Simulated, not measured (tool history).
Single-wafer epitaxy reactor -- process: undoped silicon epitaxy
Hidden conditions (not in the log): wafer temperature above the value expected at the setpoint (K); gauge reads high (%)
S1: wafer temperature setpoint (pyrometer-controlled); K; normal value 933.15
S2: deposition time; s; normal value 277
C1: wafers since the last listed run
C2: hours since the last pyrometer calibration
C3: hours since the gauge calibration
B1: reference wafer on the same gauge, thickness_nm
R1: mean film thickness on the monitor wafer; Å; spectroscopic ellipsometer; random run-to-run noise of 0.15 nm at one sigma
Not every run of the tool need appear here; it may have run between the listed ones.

Run 1, hour 0: usual settings; C1 0; C2 830.3; C3 1674.9; B1 51.016. Result: R1 589.06 Å.
Run 2, hour 78.4: usual settings; C1 486; C2 908.7; C3 1753.3; B1 51.099. Result: R1 584.33 Å.
Run 3, hour 128.3: usual settings; C1 309; C2 958.6; C3 1803.2; B1 51.091. Result: R1 589.18 Å.
Run 4, hour 235.1: usual settings; C1 662; C2 1065.4; C3 1910; B1 51.156. Result: R1 586.66 Å.
Run 5, hour 290: usual settings; C1 340; C2 1120.3; C3 1964.9; B1 51.105. Result: R1 588.68 Å.
Run 6, hour 392.7: usual settings but S1 937.15 K; C1 637; C2 1223; C3 2067.6; B1 51.119. Result: R1 632.06 Å.
Run 7, hour 466.5: usual settings; C1 457; C2 1296.8; C3 2141.4; B1 51.059. Result: R1 588.22 Å.
Run 8, hour 564: usual settings; C1 604; C2 1394.3; C3 2238.9; B1 51.084. Result: R1 590 Å.
Run 9, hour 632.3: usual settings; C1 423; C2 1462.6; C3 2307.2; B1 51.086. Result: R1 589.05 Å.
Run 10, hour 673: usual settings; C1 252; C2 1503.3; C3 2347.9; B1 51.111. Result: R1 592.7 Å.
Run 11, hour 735.6: usual settings but S2 235 s; C1 388; C2 1565.9; C3 2410.5; B1 51.078. Result: R1 500.16 Å.
Run 12, hour 810.9: usual settings but S2 235 s; C1 467; C2 1641.2; C3 2485.8; B1 51.122. Result: R1 502.02 Å.
Run 13, hour 857.5: usual settings but S1 941.15 K; C1 289; C2 1687.8; C3 2532.4; B1 51.119. Result: R1 687.83 Å.
Run 14, hour 928.6: usual settings but S2 289 s; C1 441; C2 1758.9; C3 2603.5; B1 51.031. Result: R1 618.39 Å.
Run 15, hour 999.7: usual settings but S1 939.15 K; C1 441; C2 1830; C3 2674.6; B1 51.122. Result: R1 662.98 Å.
Run 16, hour 1065.7: usual settings but S1 927.15 K, S2 298 s; C1 409; C2 1896; C3 2740.6; B1 51.067. Result: R1 570.5 Å.
At hour 1121.5: gauge calibrated.
Run 17, hour 1170.7: usual settings but S1 927.15 K, S2 298 s; C1 651; C2 2001; C3 49.2; B1 51.124. Result: R1 572.27 Å.
Run 18, hour 1210.3: usual settings; C1 245; C2 2040.6; C3 88.8; B1 51.099. Result: R1 594.96 Å.
Run 19, hour 1268.7: usual settings; C1 362; C2 2099; C3 147.2; B1 51.051. Result: R1 598.21 Å.
Run 20, hour 1330.7: usual settings; C1 384; C2 2161; C3 209.2; B1 51.09. Result: R1 597.92 Å.
Run 21, hour 1394.9: usual settings but S1 924.15 K, S2 324 s; C1 398; C2 2225.2; C3 273.4; B1 51.073. Result: R1 589.7 Å.
At hour 1421.2: pyrometer calibrated.
Run 22, hour 1436.4: usual settings; C1 207; C2 15.2; C3 314.9; B1 51.143. Result: R1 581.52 Å.
Run 23, hour 1538.8: usual settings but S2 289 s; C1 635; C2 117.6; C3 417.3; B1 51.07. Result: R1 605.23 Å.
Run 24, hour 1624.3: usual settings but S1 925.15 K, S2 330 s; C1 530; C2 203.1; C3 502.8; B1 51.084. Result: R1 596.63 Å.
Run 25, hour 1724.6: usual settings but S1 927.15 K, S2 331 s; C1 622; C2 303.4; C3 603.1; B1 51.121. Result: R1 621.26 Å.
Run 26, hour 1830.7: usual settings; C1 658; C2 409.5; C3 709.2; B1 51.061. Result: R1 583.09 Å.
Run 27, hour 1912.2: usual settings but S1 922.15 K, S2 313 s; C1 505; C2 491; C3 790.7; B1 51.091. Result: R1 532.55 Å.
Run 28, hour 1956: usual settings but S1 941.15 K, S2 309 s; C1 271; C2 534.8; C3 834.5; B1 51.084. Result: R1 749.3 Å.
Run 29, hour 2036.5: usual settings but S1 925.15 K, S2 319 s; C1 499; C2 615.3; C3 915; B1 51.038. Result: R1 576.23 Å.
Run 30, hour 2120.3: usual settings but S2 300 s; C1 519; C2 699.1; C3 998.8; B1 51.137. Result: R1 632.79 Å.
Run 31, hour 2209.3: usual settings but S1 923.15 K, S2 297 s; C1 552; C2 788.1; C3 1087.8; B1 51.096. Result: R1 516.66 Å.
Run 32, hour 2293.2: usual settings but S1 942.15 K, S2 332 s; C1 520; C2 872; C3 1171.7; B1 51.091. Result: R1 830.23 Å.
Run 33, hour 2380.5: usual settings but S1 946.15 K, S2 224 s; C1 541; C2 959.3; C3 1259; B1 51.122. Result: R1 598.14 Å.
Run 34, hour 2433.6: usual settings but S1 924.15 K; C1 329; C2 1012.4; C3 1312.1; B1 51.072. Result: R1 493.4 Å.
Run 35, hour 2491: usual settings but S2 244 s; C1 356; C2 1069.8; C3 1369.5; B1 51.101. Result: R1 516.6 Å.
Run 36, hour 2765.4: usual settings but S1 948.15 K; C1 1702; C2 1344.2; C3 1643.9; B1 51.027. Result: R1 776.07 Å.
Run 37, hour 2814.7: usual settings but S1 922.15 K, S2 320 s; C1 305; C2 1393.5; C3 1693.2; B1 51.144. Result: R1 550.93 Å.
Run 38, hour 2886.3: usual settings but S1 927.15 K, S2 324 s; C1 444; C2 1465.1; C3 1764.8; B1 51.141. Result: R1 616.59 Å.
Run 39, hour 2926: usual settings but S1 947.15 K; C1 246; C2 1504.8; C3 1804.5; B1 51.114. Result: R1 761.61 Å.
Run 40, hour 2977.6: usual settings; C1 320; C2 1556.4; C3 1856.1; B1 51.089. Result: R1 587.13 Å.

3 options for the next run, each taken on its own from the tool as it stands now. Forecast them:
Run A, hour 2978.1: usual settings; C1 3; C2 1556.9; C3 1856.6; B1 ?. Result: R1 ?.
Run B, hour 2978.1: usual settings but S2 323 s; C1 3; C2 1556.9; C3 1856.6; B1 ?. Result: R1 ?.
Run C, hour 2978.1: usual settings but S1 947.15 K, S2 232 s; C1 3; C2 1556.9; C3 1856.6; B1 ?. Result: R1 ?.

run      B1      R1
  A  51.038  588.38
  B  51.038  686.09
  C  51.038  638.51
Without the tool's hidden state the same runs would have given:
run      R1
  A  582.93
  B  679.73
  C  632.74

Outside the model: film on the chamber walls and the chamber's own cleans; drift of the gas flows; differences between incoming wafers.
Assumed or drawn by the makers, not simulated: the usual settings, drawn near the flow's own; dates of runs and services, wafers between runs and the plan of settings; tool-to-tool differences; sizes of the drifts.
